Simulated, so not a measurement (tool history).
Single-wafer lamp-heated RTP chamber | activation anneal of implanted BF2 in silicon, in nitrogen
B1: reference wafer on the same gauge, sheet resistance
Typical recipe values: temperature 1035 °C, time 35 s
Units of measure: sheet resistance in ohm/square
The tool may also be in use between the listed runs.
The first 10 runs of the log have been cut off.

{"day": 9.8, "done": "gauge calibrated"}
{"run": 11, "day": 9.85, "temperature": 1035, "time": 35, "B1": 451.86, "sheet resistance": 563.78}
{"day": 11.142, "done": "reflector plate cleaned"}
{"run": 12, "day": 11.162, "temperature": 1035, "time": 26, "B1": 452.07, "sheet resistance": 567.96}
{"run": 13, "day": 12.204, "temperature": 1035, "time": 26, "B1": 452.03, "sheet resistance": 568.27}
{"run": 14, "day": 12.717, "temperature": 1035, "time": 25, "B1": 451.93, "sheet resistance": 569.56}
{"run": 15, "day": 13.25, "temperature": 1017, "time": 35, "B1": 451.69, "sheet resistance": 568.08}
{"run": 16, "day": 14.567, "temperature": 1035, "time": 35, "B1": 451.92, "sheet resistance": 562.69}
{"day": 15.075, "done": "pyrometer window cleaned and pyrometer calibrated"}
{"run": 17, "day": 15.846, "temperature": 1035, "time": 35, "B1": 451.94, "sheet resistance": 566.1}
{"run": 18, "day": 17.238, "temperature": 1049, "time": 51, "B1": 451.88, "sheet resistance": 550.13}
{"run": 19, "day": 18.35, "temperature": 1026, "time": 35, "B1": 451.67, "sheet resistance": 566.03}
{"run": 20, "day": 19.0, "temperature": 1061, "time": 35, "B1": 451.63, "sheet resistance": 555.92}
{"run": 21, "day": 20.379, "temperature": 1043, "time": 45, "B1": 451.56, "sheet resistance": 557.23}
{"run": 22, "day": 21.188, "temperature": 1035, "time": 35, "B1": 451.92, "sheet resistance": 563.58}

Forecast run 23:
{"run": 23, "day": 22.533, "temperature": 1035, "time": 35, "B1": "?", "sheet resistance": "?"}

B1: 452.01
sheet resistance: 562.09 ohm/square
Without the tool's hidden state the same run would have given sheet resistance 564.58 ohm/square.
